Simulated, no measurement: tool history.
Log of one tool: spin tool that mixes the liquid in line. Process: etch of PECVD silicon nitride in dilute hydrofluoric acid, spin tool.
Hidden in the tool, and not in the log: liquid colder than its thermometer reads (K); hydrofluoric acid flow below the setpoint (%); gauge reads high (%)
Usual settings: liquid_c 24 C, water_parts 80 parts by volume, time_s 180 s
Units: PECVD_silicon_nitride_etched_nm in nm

run   hour  liquid_c  water_parts  time_s  wafers since the last listed run  hours since the thermometer was replaced  hours since the hydrofluoric acid flow meter was replaced  hours since the gauge calibration  read-back film thickness of the PECVD silicon nitride reference wafer, read on the same gauge (nm)  PECVD_silicon_nitride_etched_nm
  1      0      21.5           80     180                                 0                                    2119.7                                                     1147.1                              131.8                                                                                              129.98                             6.71
  2   23.7        24           95     145                               200                                    2143.4                                                     1170.8                              155.5                                                                                              129.99                             5.42
  3     44        24           95     145                               171                                    2163.7                                                     1191.1                              175.8                                                                                              129.99                             5.42
  4   72.3        24           80     180                               239                                      2192                                                     1219.4                              204.1                                                                                              130.01                             7.98
  5   88.1        24           80     180                               133                                    2207.8                                                     1235.2                              219.9                                                                                              129.99                             7.98
  6  102.8        24           80     180                               124                                    2222.5                                                     1249.9                              234.6                                                                                                 130                             7.97
  7  133.9        24           80     180                               262                                    2253.6                                                       1281                              265.7                                                                                              129.99                                8
  8  167.6        24           80     180                               284                                    2287.3                                                     1314.7                              299.4                                                                                              130.02                             7.89
     181.5  -- thermometer replaced
  9    188        24           80     180                               163                                       6.5                                                     1335.1                              319.8                                                                                                 130                             9.07
 10  201.8        28           45     260                               116                                      20.3                                                     1348.9                              333.6                                                                                                 130                            30.05
 11  230.1        24           45     145                               239                                      48.6                                                     1377.2                              361.9                                                                                              130.01                            12.77
 12  258.8        24          100     180                               242                                      77.3                                                     1405.9                              390.6                                                                                              130.01                             7.34
     259.9  -- hydrofluoric acid flow meter replaced
 13  271.4        24           80     140                                97                                      89.9                                                       11.5                              403.2                                                                                                 130                             6.99
 14  295.1        24           50     230                               200                                     113.6                                                       35.2                              426.9                                                                                                 130                            18.36
     297.2  -- gauge calibrated
 15  319.3        24           80     180                               204                                     137.8                                                       59.4                               22.1                                                                                                 130                             9.04
 16  351.2        27           90     145                               269                                     169.7                                                       91.3                                 54                                                                                              130.01                             7.79
 17  365.5        19           90      90                               120                                       184                                                      105.6                               68.3                                                                                              129.99                             2.84
 18  391.8      26.5           80     180                               222                                     210.3                                                      131.9                               94.6                                                                                              129.99                            10.68

Run-by-run hidden state of the tool:
hydrofluoric acid flow below the setpoint (%): 0 in every run
gauge reads high (%): 0 in every run
H1: liquid colder than its thermometer reads (K)
run     H1
  1   2.27
  2   2.29
  3   2.31
  4   2.34
  5   2.35
  6   2.37
  7    2.4
  8   2.43
  9  0.398
 10  0.411
 11  0.439
 12  0.468
 13   0.48
 14  0.504
 15  0.528
 16   0.56
 17  0.574
 18    0.6
